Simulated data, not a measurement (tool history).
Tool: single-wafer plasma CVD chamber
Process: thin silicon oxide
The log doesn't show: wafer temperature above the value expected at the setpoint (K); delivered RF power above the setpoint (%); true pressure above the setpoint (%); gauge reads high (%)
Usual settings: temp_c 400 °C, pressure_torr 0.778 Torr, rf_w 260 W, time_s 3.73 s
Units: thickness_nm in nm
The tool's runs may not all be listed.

run   hour  temp_c  pressure_torr  rf_w  time_s  wafers since the last listed run  hours since the last thermocouple change  hours since the last RF generator calibration  hours since the last manometer calibration  hours since the showerhead was replaced  hours since the gauge calibration  read-back reference wafer on the same gauge, thickness_nm  thickness_nm
  1      0     404          0.778   260    3.73                                 0                                     992.8                                          904.1                                       935.4                                     3347                              721.5                                                      5.219         6.272
        31  -- gauge calibrated
  2   31.9     400          0.778   295    3.73                               685                                    1024.7                                            936                                       967.3                                   3378.9                                0.9                                                      5.092         6.387
  3   47.8     400          0.778   295    3.73                               341                                    1040.6                                          951.9                                       983.2                                   3394.8                               16.8                                                      5.105         6.372
  4   79.7     400          0.778   260    3.73                               685                                    1072.5                                          983.8                                      1015.1                                   3426.7                               48.7                                                      5.112         6.146
  5   92.3     400          0.778   260    3.73                               270                                    1085.1                                          996.4                                      1027.7                                   3439.3                               61.3                                                      5.119         6.225
  6  117.7     400          0.778   260    3.73                               545                                    1110.5                                         1021.8                                      1053.1                                   3464.7                               86.7                                                      5.139         6.153
  7  132.7     400          0.778   260    3.73                               322                                    1125.5                                         1036.8                                      1068.1                                   3479.7                              101.7                                                      5.146         6.203
     144.2  -- showerhead replaced
  8  153.9     400          0.778   260    3.73                               283                                    1146.7                                           1058                                      1089.3                                      9.7                              122.9                                                      5.151         6.184
     178.3  -- thermocouple changed; heater temperature recalibrated
  9  178.8     394          0.882   260    3.73                               362                                       0.5                                         1082.9                                      1114.2                                     34.6                              147.8                                                      5.163         7.053
     224.2  -- RF generator calibrated
 10    285     405          0.778   260    3.73                              2108                                     106.7                                           60.8                                      1220.4                                    140.8                                254                                                      5.199         6.197
 11  320.2     396           0.86   260    3.94                               755                                     141.9                                             96                                      1255.6                                      176                              289.2                                                      5.192         7.256
 12  344.6     392          0.778   260    3.73                               523                                     166.3                                          120.4                                        1280                                    200.4                              313.6                                                      5.207         6.285
 13  368.1     400          0.681   260    3.73                               504                                     189.8                                          143.9                                      1303.5                                    223.9                              337.1                                                      5.189         5.461
 14    393     400          0.629   260    4.36                               534                                     214.7                                          168.8                                      1328.4                                    248.8                                362                                                      5.207         5.818
 15    406     387          0.778   260    3.17                               279                                     227.7                                          181.8                                      1341.4                                    261.8                                375                                                      5.215           5.4
     416.5  -- capacitance manometer re-zeroed and calibrated
 16  419.6     400          0.778   260    4.42                               120                                     241.3                                          195.4                                         3.1                                    275.4                              388.6                                                      5.208         7.434
 17  450.8     400          0.778   260    3.73                               670                                     272.5                                          226.6                                        34.3                                    306.6                              419.8                                                      5.217         6.279
 18  471.8     400           0.72   260    3.73                               450                                     293.5                                          247.6                                        55.3                                    327.6                              440.8                                                       5.22         5.835
 19  540.4     400          0.778   245    3.73                              1473                                     362.1                                          316.2                                       123.9                                    396.2                              509.4                                                      5.219         6.161
 20  561.7     400          0.682   260    3.73                               457                                     383.4                                          337.5                                       145.2                                    417.5                              530.7                                                      5.219           5.5
 21  574.3     390           0.62   215    3.73                               270                                       396                                          350.1                                       157.8                                    430.1                              543.3                                                      5.218         4.698
 22  599.4     400          0.778   260    3.73                               539                                     421.1                                          375.2                                       182.9                                    455.2                              568.4                                                      5.228         6.312
 23  611.7     400          0.658   260    3.36                               264                                     433.4                                          387.5                                       195.2                                    467.5                              580.7                                                      5.231         4.764
 24  642.9     406          0.615   300    3.01                               670                                     464.6                                          418.7                                       226.4                                    498.7                              611.9                                                      5.218         4.103
 25  663.4     394          0.829   220    4.39                               440                                     485.1                                          439.2                                       246.9                                    519.2                              632.4                                                      5.229         7.493
 26  692.8     409          0.778   230    4.46                               631                                     514.5                                          468.6                                       276.3                                    548.6                              661.8                                                      5.227         7.201
 27    722     400          0.889   260    3.22                               627                                     543.7                                          497.8                                       305.5                                    577.8                                691                                                      5.232         6.162
 28  738.9     400          0.778   260    3.73                               362                                     560.6                                          514.7                                       322.4                                    594.7                              707.9                                                      5.229         6.314
 29  772.1     400          0.704   220    3.73                               712                                     593.8                                          547.9                                       355.6                                    627.9                              741.1                                                      5.243         5.392
 30  803.5     400          0.718   260    3.73                               674                                     625.2                                          579.3                                         387                                    659.3                              772.5                                                      5.237         5.841

3 ways to go on from here, each from the tool as it stands after run 30. What would each give?
  A  803.9     400          0.778   260    3.73                                 8                                     625.6                                          579.7                                       387.4                                    659.7                              772.9                                                          ?             ?
  B  803.9     413          0.876   275    4.38                                 8                                     625.6                                          579.7                                       387.4                                    659.7                              772.9                                                          ?             ?
  C  803.9     385          0.778   260    3.04                                 8                                     625.6                                          579.7                                       387.4                                    659.7                              772.9                                                          ?             ?

run  read-back reference wafer on the same gauge, thickness_nm  thickness_nm
  A                                                      5.233         6.285
  B                                                      5.233         8.298
  C                                                      5.233         5.172
Without the tool's hidden state the same runs would have given:
run  thickness_nm
  A         6.128
  B          8.09
  C         5.042

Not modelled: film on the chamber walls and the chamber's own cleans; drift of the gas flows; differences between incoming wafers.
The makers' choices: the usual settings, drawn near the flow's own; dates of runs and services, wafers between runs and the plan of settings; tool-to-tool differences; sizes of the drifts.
